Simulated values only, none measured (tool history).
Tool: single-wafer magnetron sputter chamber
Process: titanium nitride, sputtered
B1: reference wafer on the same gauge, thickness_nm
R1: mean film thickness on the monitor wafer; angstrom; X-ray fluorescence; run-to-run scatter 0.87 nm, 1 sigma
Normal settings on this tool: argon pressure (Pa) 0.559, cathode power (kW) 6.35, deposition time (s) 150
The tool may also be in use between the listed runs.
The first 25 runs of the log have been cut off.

run 26 hour=809.5 | argon_pressure_(Pa)=0.435 cathode_power_(kW)=5.9 deposition_time_(s)=172 | B1=219.977 | R1=1991.05
-- hour=823.1 sputter target and shields replaced
run 27 hour=825.7 | argon_pressure_(Pa)=0.559 cathode_power_(kW)=6.35 deposition_time_(s)=150 | B1=220.096 | R1=1840.01
run 28 hour=860.3 | argon_pressure_(Pa)=0.559 cathode_power_(kW)=6.35 deposition_time_(s)=174 | B1=220.083 | R1=2151.64
run 29 hour=876.5 | argon_pressure_(Pa)=0.398 cathode_power_(kW)=5.35 deposition_time_(s)=125 | B1=219.869 | R1=1408.88
run 30 hour=907 | argon_pressure_(Pa)=0.559 cathode_power_(kW)=5.15 deposition_time_(s)=150 | B1=220.39 | R1=1492.51
run 31 hour=936.2 | argon_pressure_(Pa)=0.636 cathode_power_(kW)=5.65 deposition_time_(s)=125 | B1=220.31 | R1=1313.73
run 32 hour=963.9 | argon_pressure_(Pa)=0.494 cathode_power_(kW)=5.85 deposition_time_(s)=123 | B1=220.075 | R1=1437.53
run 33 hour=976.7 | argon_pressure_(Pa)=0.559 cathode_power_(kW)=5.6 deposition_time_(s)=164 | B1=219.823 | R1=1758.5
run 34 hour=991.1 | argon_pressure_(Pa)=0.559 cathode_power_(kW)=6.35 deposition_time_(s)=150 | B1=220.159 | R1=1828.76
run 35 hour=1015.2 | argon_pressure_(Pa)=0.622 cathode_power_(kW)=7.85 deposition_time_(s)=150 | B1=219.995 | R1=2185.46

Each row is a separate what-if for the run after 35, all from the same tool condition, not one after another. Results?
run A hour=1015.6 | argon_pressure_(Pa)=0.559 cathode_power_(kW)=6.35 deposition_time_(s)=150 | B1=? | R1=?
run B hour=1015.6 | argon_pressure_(Pa)=0.438 cathode_power_(kW)=7.1 deposition_time_(s)=174 | B1=? | R1=?
run C hour=1015.6 | argon_pressure_(Pa)=0.656 cathode_power_(kW)=6.35 deposition_time_(s)=150 | B1=? | R1=?
run D hour=1015.6 | argon_pressure_(Pa)=0.559 cathode_power_(kW)=7.05 deposition_time_(s)=161 | B1=? | R1=?

run=A B1=219.672 R1=1809.31
run=B B1=219.672 R1=2502.16
run=C B1=219.672 R1=1720.53
run=D B1=219.672 R1=2156.07
Take away the tool's hidden state, keep each run's random variation, and the runs would have read:
run=A R1=1851.42
run=B R1=2560.4
run=C R1=1760.58
run=D R1=2206.26
